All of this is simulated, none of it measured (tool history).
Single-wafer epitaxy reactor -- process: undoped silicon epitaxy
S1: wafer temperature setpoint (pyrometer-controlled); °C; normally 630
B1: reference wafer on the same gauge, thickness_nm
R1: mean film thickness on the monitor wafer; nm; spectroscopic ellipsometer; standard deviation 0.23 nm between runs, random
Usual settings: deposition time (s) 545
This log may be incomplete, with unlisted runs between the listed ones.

{"run": 1, "day": 0.0, "S1": 630, "deposition time (s)": 477, "B1": 54.228, "R1": 49.991}
{"run": 2, "day": 3.892, "S1": 630, "deposition time (s)": 545, "B1": 54.356, "R1": 57.068}
{"run": 3, "day": 4.725, "S1": 637, "deposition time (s)": 545, "B1": 54.352, "R1": 66.319}
{"run": 4, "day": 5.871, "S1": 637, "deposition time (s)": 545, "B1": 54.365, "R1": 65.924}
{"run": 5, "day": 7.3, "S1": 630, "deposition time (s)": 545, "B1": 54.432, "R1": 56.788}
{"run": 6, "day": 8.033, "S1": 641, "deposition time (s)": 545, "B1": 54.403, "R1": 72.046}
{"run": 7, "day": 9.275, "S1": 630, "deposition time (s)": 464, "B1": 54.46, "R1": 48.951}
{"run": 8, "day": 9.938, "S1": 630, "deposition time (s)": 545, "B1": 54.386, "R1": 56.982}
{"run": 9, "day": 10.454, "S1": 630, "deposition time (s)": 492, "B1": 54.468, "R1": 51.402}
{"day": 11.942, "done": "gauge calibrated"}
{"run": 10, "day": 14.754, "S1": 630, "deposition time (s)": 463, "B1": 53.596, "R1": 48.195}
{"run": 11, "day": 15.883, "S1": 630, "deposition time (s)": 545, "B1": 53.693, "R1": 56.541}
{"run": 12, "day": 16.508, "S1": 640, "deposition time (s)": 460, "B1": 53.829, "R1": 58.709}
{"run": 13, "day": 20.608, "S1": 639, "deposition time (s)": 642, "B1": 54.114, "R1": 80.849}
{"day": 21.154, "done": "pyrometer calibrated"}
{"run": 14, "day": 21.775, "S1": 630, "deposition time (s)": 545, "B1": 54.251, "R1": 56.752}
{"run": 15, "day": 22.408, "S1": 630, "deposition time (s)": 449, "B1": 54.333, "R1": 46.782}
{"run": 16, "day": 23.738, "S1": 637, "deposition time (s)": 545, "B1": 54.374, "R1": 66.122}
{"run": 17, "day": 24.842, "S1": 638, "deposition time (s)": 503, "B1": 54.408, "R1": 62.325}
{"run": 18, "day": 25.983, "S1": 634, "deposition time (s)": 629, "B1": 54.375, "R1": 71.965}
{"run": 19, "day": 27.346, "S1": 619, "deposition time (s)": 604, "B1": 54.489, "R1": 49.682}
{"run": 20, "day": 28.646, "S1": 621, "deposition time (s)": 457, "B1": 54.583, "R1": 39.834}
{"run": 21, "day": 29.908, "S1": 645, "deposition time (s)": 505, "B1": 54.535, "R1": 72.907}
{"run": 22, "day": 31.271, "S1": 616, "deposition time (s)": 545, "B1": 54.655, "R1": 42.196}

Below are 5 alternative next runs, each starting from the tool's condition after run 22. Predict each:
{"run": "A", "day": 31.296, "S1": 621, "deposition time (s)": 545, "B1": "?", "R1": "?"}
{"run": "B", "day": 31.296, "S1": 619, "deposition time (s)": 545, "B1": "?", "R1": "?"}
{"run": "C", "day": 31.296, "S1": 617, "deposition time (s)": 517, "B1": "?", "R1": "?"}
{"run": "D", "day": 31.296, "S1": 643, "deposition time (s)": 437, "B1": "?", "R1": "?"}
{"run": "E", "day": 31.296, "S1": 639, "deposition time (s)": 488, "B1": "?", "R1": "?"}

run=A B1=54.574 R1=47.111
run=B B1=54.574 R1=45.081
run=C B1=54.574 R1=40.915
run=D B1=54.574 R1=60.584
run=E B1=54.574 R1=62.186
With the hidden condition removed and each run's random variation left untouched, the same runs would have given:
run=A R1=45.711
run=B R1=43.742
run=C R1=39.7
run=D R1=58.784
run=E R1=60.339
